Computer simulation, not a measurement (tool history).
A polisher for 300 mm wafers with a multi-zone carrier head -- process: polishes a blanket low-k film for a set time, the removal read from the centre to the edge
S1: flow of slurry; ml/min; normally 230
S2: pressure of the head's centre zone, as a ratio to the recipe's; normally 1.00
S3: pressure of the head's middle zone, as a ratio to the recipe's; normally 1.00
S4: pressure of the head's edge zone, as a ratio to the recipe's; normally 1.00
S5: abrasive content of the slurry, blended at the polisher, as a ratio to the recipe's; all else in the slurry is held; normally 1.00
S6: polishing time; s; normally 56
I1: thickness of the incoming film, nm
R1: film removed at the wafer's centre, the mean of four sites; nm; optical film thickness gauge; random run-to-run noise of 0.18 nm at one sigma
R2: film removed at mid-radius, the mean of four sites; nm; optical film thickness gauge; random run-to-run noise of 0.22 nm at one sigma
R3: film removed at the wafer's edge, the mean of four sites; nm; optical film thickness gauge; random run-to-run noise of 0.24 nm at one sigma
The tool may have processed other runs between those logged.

run	hour	S1	S2	S3	S4	S5	S6	I1	R1	R2	R3
1	0.0	230	1.00	1.00	1.11	0.80	56	555.3	17.8	17.8	18.7
2	106.3	230	1.00	1.00	1.00	1.00	56	560.8	18.7	19.0	18.8
# hour 272.9: centre zone pressure recalibrated
3	413.4	230	1.00	1.00	1.00	0.80	56	558.1	16.7	17.2	17.2
# hour 456.8: carrier head's membrane replaced by a new one
# hour 463.7: slurry nozzle cleaned
4	502.6	230	1.00	1.00	1.00	1.00	73	555.9	25.9	25.7	25.4
5	558.3	230	1.00	1.07	1.00	1.20	49	569.8	18.1	18.5	18.0
# hour 566.4: worn pad replaced by a new one
6	640.7	230	1.00	1.00	1.00	1.00	45	552.2	15.3	15.4	15.1
7	727.5	180	1.00	0.94	1.06	0.70	56	561.0	15.6	15.2	16.4
8	789.3	230	1.00	0.90	1.00	1.15	72	559.9	24.4	23.8	24.9
# hour 876.1: edge zone pressure recalibrated
9	878.9	230	0.96	0.91	1.08	0.85	56	550.6	16.8	16.7	18.3
# hour 930.6: centre zone pressure recalibrated
10	943.5	230	1.00	0.93	0.96	1.00	56	567.9	17.9	17.5	18.2
11	1006.4	230	0.89	1.00	1.00	1.15	56	559.6	17.4	18.7	19.1
12	1057.6	230	1.00	1.00	1.00	1.10	56	553.1	18.3	18.3	18.4
13	1117.1	290	0.89	1.00	0.91	1.00	37	564.2	11.5	12.4	12.0
14	1197.6	230	1.00	1.00	1.00	1.00	56	560.3	17.5	17.8	18.2
# hour 1248.0: slurry nozzle cleaned
15	1299.6	230	0.90	1.00	1.00	0.70	56	561.7	16.8	17.4	17.5
# hour 1309.1: carrier head's membrane replaced by a new one
16	1344.9	230	1.00	1.00	1.08	1.10	56	560.1	20.4	20.1	20.5
# hour 1371.4: worn pad replaced by a new one
17	1431.4	230	0.93	1.00	1.09	1.00	56	552.6	18.0	19.1	19.9
18	1535.8	230	1.00	1.10	1.00	1.00	56	567.4	19.0	19.6	18.8
19	1626.1	230	1.00	1.00	1.00	1.00	56	562.1	18.7	18.8	18.5
# hour 1692.3: centre zone pressure recalibrated
20	1704.3	230	1.00	1.00	0.97	1.00	56	562.0	18.4	17.9	18.2
21	1781.4	230	1.00	0.89	1.00	1.00	51	550.2	16.5	15.9	16.7

4 ways to go on from here, each from the tool as it stands after run 21. What would each give?
A	1781.8	230	1.00	1.00	1.00	1.00	56	563.8	?	?	?
B	1781.8	230	1.00	1.00	1.05	1.00	44	563.8	?	?	?
C	1781.8	160	1.10	1.00	1.05	1.10	56	563.8	?	?	?
D	1781.8	230	0.96	1.00	0.92	1.15	56	563.8	?	?	?

run	R1	R2	R3
A	18.0	18.1	18.4
B	14.1	14.2	14.8
C	17.5	16.7	18.0
D	18.2	18.8	18.5
Without the tool's unlogged condition, the same runs would have read:
run	R1	R2	R3
A	20.0	19.9	19.7
B	15.7	15.6	15.9
C	20.6	19.2	19.8
D	20.3	20.8	19.8

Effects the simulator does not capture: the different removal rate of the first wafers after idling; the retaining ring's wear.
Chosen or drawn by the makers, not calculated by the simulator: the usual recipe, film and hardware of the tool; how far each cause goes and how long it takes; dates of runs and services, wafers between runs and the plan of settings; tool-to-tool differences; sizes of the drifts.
